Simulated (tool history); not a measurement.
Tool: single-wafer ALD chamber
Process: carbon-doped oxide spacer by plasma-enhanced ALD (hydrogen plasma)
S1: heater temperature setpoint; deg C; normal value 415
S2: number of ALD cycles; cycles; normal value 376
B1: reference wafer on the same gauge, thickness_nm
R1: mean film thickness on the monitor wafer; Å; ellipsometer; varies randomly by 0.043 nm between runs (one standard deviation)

{"run": 1, "hour": 0.0, "S1": 415, "S2": 332, "B1": 17.018, "R1": 150.39}
{"run": 2, "hour": 17.5, "S1": 415, "S2": 332, "B1": 17.011, "R1": 150.83}
{"run": 3, "hour": 27.2, "S1": 415, "S2": 332, "B1": 16.998, "R1": 149.5}
{"run": 4, "hour": 51.2, "S1": 415, "S2": 376, "B1": 16.976, "R1": 170.22}
{"run": 5, "hour": 67.5, "S1": 415, "S2": 376, "B1": 16.968, "R1": 170.01}
{"run": 6, "hour": 75.5, "S1": 415, "S2": 376, "B1": 16.959, "R1": 170.32}
{"run": 7, "hour": 84.3, "S1": 415, "S2": 376, "B1": 16.957, "R1": 170.56}
{"run": 8, "hour": 102.2, "S1": 415, "S2": 376, "B1": 16.935, "R1": 169.36}
{"run": 9, "hour": 110.5, "S1": 415, "S2": 342, "B1": 16.917, "R1": 153.85}
{"run": 10, "hour": 121.4, "S1": 415, "S2": 342, "B1": 16.912, "R1": 154.14}
{"run": 11, "hour": 131.2, "S1": 415, "S2": 342, "B1": 16.903, "R1": 154.53}
{"run": 12, "hour": 142.5, "S1": 415, "S2": 406, "B1": 16.893, "R1": 183.34}
{"run": 13, "hour": 155.6, "S1": 415, "S2": 376, "B1": 16.873, "R1": 168.29}
{"run": 14, "hour": 168.5, "S1": 415, "S2": 376, "B1": 16.862, "R1": 169.05}
{"run": 15, "hour": 177.4, "S1": 415, "S2": 376, "B1": 16.853, "R1": 169.01}
{"run": 16, "hour": 189.6, "S1": 415, "S2": 376, "B1": 16.837, "R1": 168.24}
{"run": 17, "hour": 200.8, "S1": 415, "S2": 376, "B1": 16.809, "R1": 168.53}
{"run": 18, "hour": 209.4, "S1": 415, "S2": 376, "B1": 16.801, "R1": 167.92}
{"run": 19, "hour": 220.8, "S1": 428, "S2": 308, "B1": 16.783, "R1": 132.75}
{"run": 20, "hour": 234.7, "S1": 415, "S2": 376, "B1": 16.767, "R1": 168.34}
{"run": 21, "hour": 245.0, "S1": 406, "S2": 335, "B1": 17.063, "R1": 156.21}
{"run": 22, "hour": 256.1, "S1": 429, "S2": 314, "B1": 17.078, "R1": 136.76}
{"run": 23, "hour": 264.6, "S1": 428, "S2": 376, "B1": 17.075, "R1": 164.98}
{"run": 24, "hour": 275.2, "S1": 415, "S2": 376, "B1": 17.077, "R1": 170.63}
{"run": 25, "hour": 292.0, "S1": 415, "S2": 419, "B1": 17.069, "R1": 190.55}
{"run": 26, "hour": 305.0, "S1": 411, "S2": 344, "B1": 17.056, "R1": 158.28}
{"run": 27, "hour": 320.7, "S1": 410, "S2": 328, "B1": 17.06, "R1": 151.3}
{"run": 28, "hour": 329.3, "S1": 415, "S2": 376, "B1": 17.053, "R1": 171.49}
{"run": 29, "hour": 343.9, "S1": 405, "S2": 376, "B1": 17.059, "R1": 176.7}
{"run": 30, "hour": 351.7, "S1": 402, "S2": 404, "B1": 17.059, "R1": 189.05}
{"run": 31, "hour": 361.5, "S1": 402, "S2": 403, "B1": 17.047, "R1": 190.12}
{"run": 32, "hour": 371.3, "S1": 415, "S2": 376, "B1": 17.043, "R1": 170.14}
{"run": 33, "hour": 381.3, "S1": 415, "S2": 376, "B1": 17.042, "R1": 170.59}
{"run": 34, "hour": 389.1, "S1": 409, "S2": 320, "B1": 17.037, "R1": 148.0}

Put back what was entered between runs (2 entries, withheld): which listed runs does each sit between, and how does the hidden state differ from the listed run before to the listed run after?
Logged between run 19 and run 20: thermocouple changed; heater temperature recalibrated (hour 233.4)
  gauge reads high (%): -1.82 -> -1.93
  what was measured, less what the result would be without the hidden state, R1: -2.46 -> -3.32 Å
Logged between run 20 and run 21: gauge calibrated (hour 243.6)
  gauge reads high (%): -1.93 -> -0.166
  what was measured, less what the result would be without the hidden state, R1: -3.32 -> -0.26 Å
